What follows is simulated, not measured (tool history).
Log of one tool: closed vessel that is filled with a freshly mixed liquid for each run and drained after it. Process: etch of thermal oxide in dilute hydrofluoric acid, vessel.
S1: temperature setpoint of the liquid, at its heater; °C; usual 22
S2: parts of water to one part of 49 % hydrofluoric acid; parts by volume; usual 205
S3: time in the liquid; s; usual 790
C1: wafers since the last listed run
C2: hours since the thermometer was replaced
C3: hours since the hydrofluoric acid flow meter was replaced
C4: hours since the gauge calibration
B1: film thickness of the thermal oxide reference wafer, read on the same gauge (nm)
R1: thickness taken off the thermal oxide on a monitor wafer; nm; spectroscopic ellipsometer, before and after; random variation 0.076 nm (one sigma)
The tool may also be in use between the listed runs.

{"run": 1, "hour": 0.0, "S1": 23, "S2": 205, "S3": 790, "C1": 0, "C2": 1601.8, "C3": 1697.5, "C4": 334.5, "B1": 50, "R1": 13.68}
{"run": 2, "hour": 134.0, "S1": 23, "S2": 205, "S3": 790, "C1": 7463, "C2": 1735.8, "C3": 1831.5, "C4": 468.5, "B1": 50.01, "R1": 13.69}
{"run": 3, "hour": 205.7, "S1": 22, "S2": 205, "S3": 790, "C1": 3993, "C2": 1807.5, "C3": 1903.2, "C4": 540.2, "B1": 49.99, "R1": 13.13}
{"run": 4, "hour": 268.6, "S1": 22, "S2": 205, "S3": 790, "C1": 3503, "C2": 1870.4, "C3": 1966.1, "C4": 603.1, "B1": 50.01, "R1": 13.25}
{"run": 5, "hour": 354.8, "S1": 22, "S2": 205, "S3": 1010, "C1": 4801, "C2": 1956.6, "C3": 2052.3, "C4": 689.3, "B1": 49.99, "R1": 16.81}
{"hour": 507.7, "done": "hydrofluoric acid flow meter replaced"}
{"run": 6, "hour": 537.8, "S1": 22, "S2": 205, "S3": 1010, "C1": 10136, "C2": 2139.6, "C3": 30.1, "C4": 872.3, "B1": 50.02, "R1": 15.05}
{"run": 7, "hour": 585.8, "S1": 22, "S2": 205, "S3": 1010, "C1": 2673, "C2": 2187.6, "C3": 78.1, "C4": 920.3, "B1": 50.01, "R1": 14.95}
{"run": 8, "hour": 628.6, "S1": 22, "S2": 205, "S3": 790, "C1": 2383, "C2": 2230.4, "C3": 120.9, "C4": 963.1, "B1": 50.03, "R1": 11.79}
{"run": 9, "hour": 675.1, "S1": 22, "S2": 205, "S3": 790, "C1": 2589, "C2": 2276.9, "C3": 167.4, "C4": 1009.6, "B1": 50, "R1": 11.71}
{"run": 10, "hour": 731.6, "S1": 22, "S2": 205, "S3": 920, "C1": 3146, "C2": 2333.4, "C3": 223.9, "C4": 1066.1, "B1": 50.01, "R1": 13.6}
{"run": 11, "hour": 812.5, "S1": 26.5, "S2": 125, "S3": 1080, "C1": 4505, "C2": 2414.3, "C3": 304.8, "C4": 1147, "B1": 50, "R1": 34.4}
{"hour": 814.7, "done": "hydrofluoric acid flow meter replaced, repeated, since the last time left the tool worse"}
{"run": 12, "hour": 874.8, "S1": 20.5, "S2": 140, "S3": 790, "C1": 3414, "C2": 2476.6, "C3": 60.1, "C4": 1209.3, "B1": 50, "R1": 21.07}
{"run": 13, "hour": 939.0, "S1": 20.5, "S2": 140, "S3": 790, "C1": 3575, "C2": 2540.8, "C3": 124.3, "C4": 1273.5, "B1": 49.97, "R1": 21.04}
{"hour": 951.8, "done": "thermometer replaced"}
{"run": 14, "hour": 1010.1, "S1": 25, "S2": 300, "S3": 395, "C1": 3904, "C2": 58.3, "C3": 195.4, "C4": 1344.6, "B1": 50.01, "R1": 4.92}
{"run": 15, "hour": 1060.7, "S1": 22, "S2": 205, "S3": 790, "C1": 2818, "C2": 108.9, "C3": 246, "C4": 1395.2, "B1": 50, "R1": 14.22}
{"hour": 1087.0, "done": "gauge calibrated"}
{"run": 16, "hour": 1329.2, "S1": 24, "S2": 290, "S3": 500, "C1": 14954, "C2": 377.4, "C3": 514.5, "C4": 242.2, "B1": 49.99, "R1": 6.17}
{"run": 17, "hour": 1384.7, "S1": 22, "S2": 180, "S3": 790, "C1": 3091, "C2": 432.9, "C3": 570, "C4": 297.7, "B1": 50.01, "R1": 16.33}
{"run": 18, "hour": 1465.7, "S1": 22, "S2": 280, "S3": 790, "C1": 4511, "C2": 513.9, "C3": 651, "C4": 378.7, "B1": 50, "R1": 9.46}
{"run": 19, "hour": 1555.2, "S1": 22, "S2": 205, "S3": 790, "C1": 4984, "C2": 603.4, "C3": 740.5, "C4": 468.2, "B1": 50.01, "R1": 13.8}

3 ways to go on from here, each from the tool as it stands after run 19. What would each give?
{"run": "A", "hour": 1556.1, "S1": 20.5, "S2": 205, "S3": 790, "C1": 50, "C2": 604.3, "C3": 741.4, "C4": 469.1, "B1": "?", "R1": "?"}
{"run": "B", "hour": 1556.1, "S1": 22, "S2": 275, "S3": 1135, "C1": 50, "C2": 604.3, "C3": 741.4, "C4": 469.1, "B1": "?", "R1": "?"}
{"run": "C", "hour": 1556.1, "S1": 25.5, "S2": 150, "S3": 1005, "C1": 50, "C2": 604.3, "C3": 741.4, "C4": 469.1, "B1": "?", "R1": "?"}

run=A B1=50 R1=13.06
run=B B1=50 R1=13.8
run=C B1=50 R1=29.15
Without the tool's hidden state the same runs would have given:
run=A R1=13.48
run=B R1=14.26
run=C R1=30.06
